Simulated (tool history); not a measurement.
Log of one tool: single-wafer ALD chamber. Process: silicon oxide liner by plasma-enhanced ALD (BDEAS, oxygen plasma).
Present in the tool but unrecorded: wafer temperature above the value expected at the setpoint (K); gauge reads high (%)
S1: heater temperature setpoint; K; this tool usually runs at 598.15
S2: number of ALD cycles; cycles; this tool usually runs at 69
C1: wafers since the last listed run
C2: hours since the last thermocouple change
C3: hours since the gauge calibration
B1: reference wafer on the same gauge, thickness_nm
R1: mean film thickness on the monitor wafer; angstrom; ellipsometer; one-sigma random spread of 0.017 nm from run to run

run   hour      S1  S2   C1      C2     C3     B1     R1
  1    0.0  598.15  69    0  1819.8  317.9  6.761  66.56
  2   65.8  598.15  69  471  1885.6  383.7  6.764  66.60
  3   94.6  598.15  69  206  1914.4  412.5  6.770  66.92
  4  126.7  602.15  69  229  1946.5  444.6  6.780  66.42
  5  150.7  602.15  69  171  1970.5  468.6  6.778  66.28
  6  190.9  602.15  69  287  2010.7  508.8  6.783  66.45
  7  223.0  598.15  69  229  2042.8  540.9  6.787  66.97
  8  273.2  598.15  69  359  2093.0  591.1  6.787  66.80
  9  325.3  591.15  69  373  2145.1  643.2  6.803  67.64
 10  365.4  591.15  69  287  2185.2  683.3  6.805  67.56
 11  414.2  583.15  78  349  2234.0  732.1  6.802  77.01
 12  473.7  611.15  82  426  2293.5  791.6  6.808  78.48
     519.6  -- thermocouple changed; heater temperature recalibrated
 13  520.1  598.15  69  275     0.5  838.0  6.809  67.18
 14  575.4  589.15  69  396    55.8  893.3  6.824  68.00
     608.6  -- gauge calibrated
 15  629.3  604.15  55  386   109.7   20.7  6.739  52.37
 16  692.6  602.15  59  453   173.0   84.0  6.751  56.60
 17  742.3  609.15  56  355   222.7  133.7  6.755  53.19
 18  812.1  591.15  73  499   292.5  203.5  6.751  71.29
 19  860.0  598.15  64  343   340.4  251.4  6.762  61.89
 20  907.2  598.15  69  338   387.6  298.6  6.764  66.89

For each entry between runs, how does the tool's hidden state at the last listed run before it compare with that at the first listed run after it?
Runs 12 to 13: thermocouple changed; heater temperature recalibrated (hour 519.6)
  gauge reads high (%): 1.23 -> 1.31
  measured minus no-state result, R1: +0.96 -> +0.87 angstrom
Runs 14 to 15: gauge calibrated (hour 608.6)
  gauge reads high (%): 1.4 -> 0.179
  measured minus no-state result, R1: +0.94 -> +0.09 angstrom

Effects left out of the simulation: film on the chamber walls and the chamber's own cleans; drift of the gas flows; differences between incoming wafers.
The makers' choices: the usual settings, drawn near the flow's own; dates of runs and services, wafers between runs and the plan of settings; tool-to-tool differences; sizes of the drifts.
